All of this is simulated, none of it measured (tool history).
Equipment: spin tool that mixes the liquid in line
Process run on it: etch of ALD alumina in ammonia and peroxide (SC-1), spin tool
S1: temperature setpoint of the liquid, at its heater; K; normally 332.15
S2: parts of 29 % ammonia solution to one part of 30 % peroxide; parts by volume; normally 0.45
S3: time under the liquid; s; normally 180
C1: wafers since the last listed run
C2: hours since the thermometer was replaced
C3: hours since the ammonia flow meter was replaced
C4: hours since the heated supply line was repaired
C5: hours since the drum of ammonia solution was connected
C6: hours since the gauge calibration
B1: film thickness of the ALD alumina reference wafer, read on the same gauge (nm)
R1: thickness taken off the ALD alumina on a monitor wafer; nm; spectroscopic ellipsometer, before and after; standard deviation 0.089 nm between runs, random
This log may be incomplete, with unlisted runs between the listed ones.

run,hour,S1,S2,S3,C1,C2,C3,C4,C5,C6,B1,R1
1,0.0,329.15,0.45,180,0,1240.8,1377.2,3488.0,319.4,416.4,89.99,11.74
2,8.9,329.15,0.45,180,82,1249.7,1386.1,3496.9,328.3,425.3,89.99,11.68
# hour 29.5: new drum of ammonia solution connected
# hour 41.7: ammonia flow meter replaced
3,43.6,329.15,0.45,180,302,1284.4,1.9,3531.6,14.1,460.0,90.00,11.72
# hour 44.7: gauge calibrated
4,58.4,332.15,0.45,180,136,1299.2,16.7,3546.4,28.9,13.7,89.97,13.63
5,66.3,332.15,0.45,180,72,1307.1,24.6,3554.3,36.8,21.6,90.03,13.60
6,77.5,332.15,0.45,180,103,1318.3,35.8,3565.5,48.0,32.8,90.03,13.61
7,85.3,332.15,0.45,180,72,1326.1,43.6,3573.3,55.8,40.6,90.04,13.56
8,133.8,332.15,0.60,180,447,1374.6,92.1,3621.8,104.3,89.1,89.93,14.06
9,151.3,332.15,0.45,100,161,1392.1,109.6,3639.3,121.8,106.6,90.05,7.49
10,189.8,332.15,0.45,180,355,1430.6,148.1,3677.8,160.3,145.1,89.96,13.62
11,207.4,332.15,0.45,180,162,1448.2,165.7,3695.4,177.9,162.7,89.97,13.54
# hour 211.8: heated supply line repaired
12,215.9,340.65,0.55,240,69,1456.7,174.2,4.1,186.4,171.2,90.03,33.10
13,224.4,323.65,0.50,90,78,1465.2,182.7,12.6,194.9,179.7,89.97,5.08
14,236.9,327.15,0.65,100,115,1477.7,195.2,25.1,207.4,192.2,90.01,6.99
15,253.4,332.15,0.45,250,152,1494.2,211.7,41.6,223.9,208.7,89.99,21.98
16,264.3,332.15,0.45,180,100,1505.1,222.6,52.5,234.8,219.6,89.99,15.76
17,280.9,332.15,0.45,180,153,1521.7,239.2,69.1,251.4,236.2,89.98,15.76
18,291.8,341.65,0.45,210,100,1532.6,250.1,80.0,262.3,247.1,89.96,29.83
# hour 294.6: thermometer replaced
19,298.9,339.65,0.30,270,56,4.3,257.2,87.1,269.4,254.2,90.00,35.30
20,312.4,332.15,0.45,240,124,17.8,270.7,100.6,282.9,267.7,89.96,22.38
21,328.3,332.15,0.45,180,146,33.7,286.6,116.5,298.8,283.6,89.99,16.72
# hour 342.7: new drum of ammonia solution connected
22,369.7,335.65,0.60,180,373,75.1,328.0,157.9,27.0,325.0,90.04,20.56
23,375.9,337.65,0.45,280,57,81.3,334.2,164.1,33.2,331.2,90.03,34.35
24,385.9,322.65,0.60,130,92,91.3,344.2,174.1,43.2,341.2,90.01,7.50
25,398.0,332.15,0.45,150,111,103.4,356.3,186.2,55.3,353.3,89.99,13.85
26,412.8,327.65,0.45,180,136,118.2,371.1,201.0,70.1,368.1,89.97,13.19

3 ways to go on from here, each from the tool as it stands after run 26. What would each give?
A,413.3,332.15,0.45,180,4,118.7,371.6,201.5,70.6,368.6,?,?
B,413.3,328.65,0.45,115,4,118.7,371.6,201.5,70.6,368.6,?,?
C,413.3,341.15,0.30,265,4,118.7,371.6,201.5,70.6,368.6,?,?

run,B1,R1
A,90.02,16.54
B,90.02,8.79
C,90.02,36.89
Without the tool's unlogged condition, the same runs would have read:
run,R1
A,17.14
B,9.12
C,38.14
